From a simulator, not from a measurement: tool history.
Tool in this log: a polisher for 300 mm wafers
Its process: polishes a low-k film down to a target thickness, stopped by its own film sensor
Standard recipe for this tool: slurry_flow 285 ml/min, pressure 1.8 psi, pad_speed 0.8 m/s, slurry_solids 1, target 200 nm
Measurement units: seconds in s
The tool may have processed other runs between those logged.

run	day	slurry_flow	pressure	pad_speed	slurry_solids	target	incoming thickness of the incoming film, nm	seconds
1	0	285	1.8	0.8	1.2	200	218.1	50.5
2	3.783	285	1.8	0.8	1	200	222.5	65.8
3	7.35	285	1.8	0.8	1	200	219.2	60.3
4	10.267	285	1.8	0.8	1	200	222.2	75.1
5	13.304	285	1.8	0.8	1	200	220.8	62.7
6	14.883	285	1.8	0.8	1	200	218.2	53.6
7	17.246	285	1.8	0.8	1	200	221	66
8	21.608	285	1.8	0.8	1	200	218.8	62.8
9	24.975	285	1.8	0.8	1	200	218.5	65.9
10	27.929	205	1.8	0.94	1	200	219.4	57.1
11	30.033	285	1.8	0.8	1.1	205	216.8	34.9
12	34.492	285	1.8	1	1	200	222.8	67.2
13	36.004	285	2.1	0.72	1	200	219.4	57.2
14	39.192	285	1.8	0.8	1	200	221.9	61.7
15	43.092	195	1.8	0.6	1	200	219.4	78.6
16	46.25	285	1.8	0.52	1	200	218.6	76.5
17	47.804	285	1.8	0.8	1	205	218.6	43.8
18	49.654	195	1.8	0.7	0.8	204	222.8	87.6

Taken out of this log: 16 entries between the listed runs. Where each belongs, and how the hidden state differs across it:
In the gap between runs 1 and 2: slurry nozzle cleaned (day 0.479); slurry blender recalibrated (day 1.908)
  slurry flow missing at the pad, %: 43.6 -> 11.2; time polished since the conditioner stopped cutting, s: 128 -> 325
  what was measured, less what the result would be without the hidden state, seconds: +5.8 -> +6.6 s
In the gap between runs 2 and 3: worn pad replaced by a new one (day 7.329)
  slurry flow missing at the pad, %: 11.2 -> 19.9; time polished since the conditioner stopped cutting, s: 325 -> 510
  what was measured, less what the result would be without the hidden state, seconds: +6.6 -> +9.1 s
In the gap between runs 4 and 5: conditioning disc replaced and pad reconditioned (day 11.125); slurry blender recalibrated (day 12.242)
  slurry flow missing at the pad, %: 25.1 -> 29.3; time polished since the conditioner stopped cutting, s: 662 -> 144
  what was measured, less what the result would be without the hidden state, seconds: +14.2 -> +5.2 s
In the gap between runs 7 and 8: worn pad replaced by a new one (day 17.938)
  slurry flow missing at the pad, %: 33.2 -> 36.2; time polished since the conditioner stopped cutting, s: 349 -> 575
  what was measured, less what the result would be without the hidden state, seconds: +9.3 -> +12.1 s
In the gap between runs 8 and 9: slurry blender recalibrated (day 22.267)
  slurry flow missing at the pad, %: 36.2 -> 37.9; time polished since the conditioner stopped cutting, s: 575 -> 750
  what was measured, less what the result would be without the hidden state, seconds: +12.1 -> +15 s
In the gap between runs 9 and 10: conditioning disc replaced and pad reconditioned (day 26.112); head pressure recalibrated (day 27.554); worn pad replaced by a new one (day 27.596)
  slurry flow missing at the pad, %: 37.9 -> 38.9; time polished since the conditioner stopped cutting, s: 750 -> 157
  what was measured, less what the result would be without the hidden state, seconds: +15 -> +7.9 s
In the gap between runs 11 and 12: slurry blender recalibrated (day 33.296)
  slurry flow missing at the pad, %: 39.5 -> 40.5; time polished since the conditioner stopped cutting, s: 267 -> 499
  what was measured, less what the result would be without the hidden state, seconds: +4.8 -> +13.9 s
In the gap between runs 12 and 13: slurry nozzle cleaned (day 34.983)
  slurry flow missing at the pad, %: 40.5 -> 4.02; time polished since the conditioner stopped cutting, s: 499 -> 577
  what was measured, less what the result would be without the hidden state, seconds: +13.9 -> +8.6 s
In the gap between runs 13 and 14: worn pad replaced by a new one (day 37.125); conditioning disc replaced and pad reconditioned (day 37.992)
  slurry flow missing at the pad, %: 4.02 -> 13.7; time polished since the conditioner stopped cutting, s: 577 -> 101
  what was measured, less what the result would be without the hidden state, seconds: +8.6 -> +2.8 s
In the gap between runs 14 and 15: slurry blender recalibrated (day 43.042)
  slurry flow missing at the pad, %: 13.7 -> 22.3; time polished since the conditioner stopped cutting, s: 101 -> 303
  what was measured, less what the result would be without the hidden state, seconds: +2.8 -> +8.6 s
In the gap between runs 17 and 18: worn pad replaced by a new one (day 48.467)
  slurry flow missing at the pad, %: 29.3 -> 31.3; time polished since the conditioner stopped cutting, s: 548 -> 645
  what was measured, less what the result would be without the hidden state, seconds: +7.6 -> +17.9 s
